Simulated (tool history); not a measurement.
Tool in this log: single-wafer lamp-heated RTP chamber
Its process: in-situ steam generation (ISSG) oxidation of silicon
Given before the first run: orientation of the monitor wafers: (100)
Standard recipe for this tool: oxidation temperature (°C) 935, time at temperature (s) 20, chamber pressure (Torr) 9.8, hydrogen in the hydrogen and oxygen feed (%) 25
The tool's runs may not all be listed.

run    hour  oxidation temperature (°C)  time at temperature (s)  chamber pressure (Torr)  hydrogen in the hydrogen and oxygen feed (%)  read-back reference wafer on the same gauge, thickness  oxide thickness on the monitor wafer (angstrom)
  1     0.0                         935                       20                      8.8                                            25                                                   3.292                                            42.08
  2   106.5                         935                       20                      9.8                                            25                                                   3.290                                            41.46
  3   207.1                         935                       20                      9.8                                            25                                                   3.291                                            41.78
  4   272.7                         935                       20                      9.8                                            25                                                   3.291                                            42.10
  5   322.8                         931                       20                     10.2                                            25                                                   3.289                                            40.99
      348.8  -- pyrometer window cleaned and pyrometer calibrated
  6   417.3                         931                       20                     10.2                                            25                                                   3.295                                            40.27
  7   489.5                         935                       20                      9.8                                            25                                                   3.292                                            40.91
  8   531.2                         922                       27                     10.2                                            19                                                   3.291                                            41.86
  9   627.6                         935                       20                      9.8                                            25                                                   3.290                                            41.08
 10   873.4                         943                       27                      9.8                                            25                                                   3.287                                            47.86
      965.5  -- hydrogen flow controller replaced
     1071.5  -- gauge calibrated
 11  1161.6                         935                       20                      9.8                                            32                                                   3.290                                            44.12
     1208.1  -- pyrometer window cleaned and pyrometer calibrated
     1228.9  -- pressure gauge zeroed
 12  1237.7                         935                       20                      9.8                                            25                                                   3.292                                            40.97
 13  1342.8                         935                       20                      9.8                                            19                                                   3.289                                            38.84
 14  1408.0                         935                       20                      9.8                                            17                                                   3.291                                            37.70
 15  1468.6                         935                       20                      9.8                                            25                                                   3.290                                            41.27
 16  1522.2                         935                       20                      9.8                                            29                                                   3.289                                            42.58
 17  1579.5                         922                       26                      8.3                                            21                                                   3.294                                            43.31
 18  1668.6                         935                       16                      9.8                                            25                                                   3.288                                            37.98
 19  1766.4                         935                       20                      9.8                                            25                                                   3.289                                            41.61
 20  1870.0                         935                       24                      8.7                                            18                                                   3.290                                            42.40
 21  1907.3                         948                       13                     10.2                                            31                                                   3.290                                            38.08
     2018.4  -- pyrometer window cleaned and pyrometer calibrated
 22  2020.2                         952                       20                      9.8                                            25                                                   3.290                                            42.79
 23  2156.3                         950                       16                      9.1                                            25                                                   3.288                                            39.82
 24  2246.7                         935                       22                      9.2                                            25                                                   3.289                                            42.83
 25  2283.3                         929                       20                      9.8                                            25                                                   3.290                                            40.56
 26  2361.0                         935                       20                      9.8                                            25                                                   3.291                                            41.21
 27  2431.4                         935                       20                      9.8                                            25                                                   3.286                                            41.09
 28  2530.1                         935                       12                      8.5                                            18                                                   3.289                                            32.22
 29  2615.1                         916                       14                      9.0                                            25                                                   3.287                                            35.36
 30  2677.6                         920                       20                      9.8                                            25                                                   3.290                                            39.90

Below, each run's measurement less what the same run would have read without the hidden state. Both values contain the same run-to-run variation, but the gauge's scatter may not be the same in both:
Unlogged tool condition in this case: true wafer temperature minus pyrometer reading, K; true pressure minus gauge reading, Torr; deviation of the hydrogen flow from its setpoint, %; gauge reads high (%).
run  oxide thickness on the monitor wafer (angstrom)
  1                                            +0.49
  2                                            +0.65
  3                                            +0.84
  4                                            +0.98
  5                                            +1.04
  6                                            +0.04
  7                                            +0.07
  8                                            +0.08
  9                                            +0.13
 10                                            +0.49
 11                                            +0.90
 12                                            +0.15
 13                                            +0.17
 14                                            +0.19
 15                                            +0.23
 16                                            +0.28
 17                                            +0.34
 18                                            +0.34
 19                                            +0.53
 20                                            +0.74
 21                                            +0.62
 22                                            +0.08
 23                                            +0.08
 24                                            +0.14
 25                                            +0.14
 26                                            +0.20
 27                                            +0.27
 28                                            +0.24
 29                                            +0.33
 30                                            +0.53

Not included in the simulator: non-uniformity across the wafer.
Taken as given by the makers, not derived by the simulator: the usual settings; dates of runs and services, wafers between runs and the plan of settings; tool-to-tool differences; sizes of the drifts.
